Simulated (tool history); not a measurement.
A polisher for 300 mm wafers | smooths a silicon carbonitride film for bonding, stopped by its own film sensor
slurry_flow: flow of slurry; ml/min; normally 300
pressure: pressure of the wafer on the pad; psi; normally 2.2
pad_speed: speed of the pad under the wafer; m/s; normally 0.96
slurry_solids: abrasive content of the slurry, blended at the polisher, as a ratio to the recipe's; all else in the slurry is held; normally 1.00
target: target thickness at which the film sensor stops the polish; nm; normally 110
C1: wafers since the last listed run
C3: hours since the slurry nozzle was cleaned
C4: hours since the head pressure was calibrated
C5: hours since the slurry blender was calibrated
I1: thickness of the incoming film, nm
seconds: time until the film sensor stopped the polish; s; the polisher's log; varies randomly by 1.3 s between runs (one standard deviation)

run 1 day=0.000 | slurry_flow=300 pressure=2.2 pad_speed=0.96 slurry_solids=1.00 target=110 | C1=0 wafers_polished_on_this_pad=543 C3=28.5 C4=706.3 C5=176.6 | I1=143.0 | seconds=144.9
run 2 day=1.925 | slurry_flow=300 pressure=2.2 pad_speed=1.04 slurry_solids=1.00 target=110 | C1=358 wafers_polished_on_this_pad=901 C3=74.7 C4=752.5 C5=222.8 | I1=140.8 | seconds=132.9
run 3 day=3.696 | slurry_flow=300 pressure=2.2 pad_speed=1.04 slurry_solids=1.00 target=110 | C1=329 wafers_polished_on_this_pad=1231 C3=117.2 C4=795.0 C5=265.3 | I1=138.9 | seconds=131.8
-- day=4.150 slurry blender recalibrated
run 4 day=5.058 | slurry_flow=355 pressure=2.2 pad_speed=0.96 slurry_solids=1.00 target=110 | C1=238 wafers_polished_on_this_pad=1469 C3=149.9 C4=827.7 C5=21.8 | I1=140.9 | seconds=129.9
-- day=6.942 worn pad replaced by a new one
run 5 day=7.338 | slurry_flow=355 pressure=2.2 pad_speed=0.96 slurry_solids=1.00 target=110 | C1=393 wafers_polished_on_this_pad=73 C3=204.6 C4=882.4 C5=76.5 | I1=142.0 | seconds=132.8
run 6 day=8.871 | slurry_flow=355 pressure=2.2 pad_speed=0.96 slurry_solids=1.00 target=110 | C1=285 wafers_polished_on_this_pad=359 C3=241.4 C4=919.2 C5=113.3 | I1=138.1 | seconds=118.6
run 7 day=11.708 | slurry_flow=300 pressure=2.2 pad_speed=0.96 slurry_solids=1.00 target=110 | C1=528 wafers_polished_on_this_pad=887 C3=309.5 C4=987.3 C5=181.4 | I1=139.3 | seconds=130.4
-- day=12.233 slurry nozzle cleaned
run 8 day=13.404 | slurry_flow=300 pressure=2.2 pad_speed=0.96 slurry_solids=1.00 target=110 | C1=307 wafers_polished_on_this_pad=1194 C3=28.1 C4=1028.0 C5=222.1 | I1=140.9 | seconds=141.9
run 9 day=15.371 | slurry_flow=300 pressure=2.2 pad_speed=0.96 slurry_solids=1.00 target=110 | C1=365 wafers_polished_on_this_pad=1560 C3=75.3 C4=1075.2 C5=269.3 | I1=138.6 | seconds=138.2
-- day=16.154 slurry blender recalibrated
-- day=16.317 worn pad replaced by a new one
-- day=17.104 head pressure recalibrated
run 10 day=18.067 | slurry_flow=300 pressure=2.0 pad_speed=0.96 slurry_solids=1.00 target=110 | C1=440 wafers_polished_on_this_pad=310 C3=140.0 C4=23.1 C5=45.9 | I1=139.3 | seconds=128.6
run 11 day=20.329 | slurry_flow=300 pressure=2.2 pad_speed=0.96 slurry_solids=1.00 target=110 | C1=421 wafers_polished_on_this_pad=731 C3=194.3 C4=77.4 C5=100.2 | I1=141.1 | seconds=131.1
run 12 day=21.521 | slurry_flow=300 pressure=2.2 pad_speed=0.96 slurry_solids=1.00 target=110 | C1=221 wafers_polished_on_this_pad=953 C3=222.9 C4=106.0 C5=128.8 | I1=140.7 | seconds=131.1
run 13 day=23.188 | slurry_flow=300 pressure=2.2 pad_speed=0.96 slurry_solids=1.00 target=110 | C1=310 wafers_polished_on_this_pad=1263 C3=262.9 C4=146.0 C5=168.8 | I1=140.2 | seconds=131.2
-- day=24.379 slurry nozzle cleaned
run 14 day=25.633 | slurry_flow=300 pressure=1.5 pad_speed=0.96 slurry_solids=1.00 target=110 | C1=447 wafers_polished_on_this_pad=1710 C3=30.1 C4=204.7 C5=227.5 | I1=138.3 | seconds=164.4
-- day=26.400 worn pad replaced by a new one
-- day=27.238 slurry blender recalibrated
run 15 day=27.258 | slurry_flow=330 pressure=2.7 pad_speed=0.96 slurry_solids=1.00 target=110 | C1=255 wafers_polished_on_this_pad=144 C3=69.1 C4=243.7 C5=0.5 | I1=137.9 | seconds=101.7
run 16 day=29.117 | slurry_flow=300 pressure=3.0 pad_speed=1.26 slurry_solids=1.00 target=115 | C1=345 wafers_polished_on_this_pad=489 C3=113.7 C4=288.3 C5=45.1 | I1=141.5 | seconds=73.5
run 17 day=31.779 | slurry_flow=300 pressure=3.0 pad_speed=0.96 slurry_solids=1.00 target=110 | C1=495 wafers_polished_on_this_pad=985 C3=177.6 C4=352.2 C5=109.0 | I1=140.4 | seconds=103.6
run 18 day=34.188 | slurry_flow=300 pressure=2.2 pad_speed=0.96 slurry_solids=1.00 target=110 | C1=448 wafers_polished_on_this_pad=1433 C3=235.4 C4=410.0 C5=166.8 | I1=138.9 | seconds=123.6
run 19 day=35.900 | slurry_flow=300 pressure=2.2 pad_speed=1.18 slurry_solids=1.20 target=110 | C1=318 wafers_polished_on_this_pad=1752 C3=276.5 C4=451.1 C5=207.9 | I1=140.4 | seconds=99.5
-- day=36.267 slurry blender recalibrated
run 20 day=37.188 | slurry_flow=300 pressure=2.2 pad_speed=0.86 slurry_solids=0.85 target=110 | C1=224 wafers_polished_on_this_pad=1976 C3=307.4 C4=482.0 C5=22.1 | I1=138.9 | seconds=150.5
-- day=38.108 worn pad replaced by a new one
-- day=38.208 slurry nozzle cleaned
run 21 day=39.454 | slurry_flow=300 pressure=2.2 pad_speed=0.96 slurry_solids=1.00 target=110 | C1=383 wafers_polished_on_this_pad=243 C3=29.9 C4=536.4 C5=76.5 | I1=139.5 | seconds=122.5

Expected results for the next run?
run 22 day=41.796 | slurry_flow=300 pressure=2.2 pad_speed=0.96 slurry_solids=1.00 target=110 | C1=435 wafers_polished_on_this_pad=678 C3=86.1 C4=592.6 C5=132.7 | I1=138.0 | seconds=?

Run 22 yielded seconds 119.6 s.
With no hidden state in the tool, this same run would have given seconds 115.8 s.
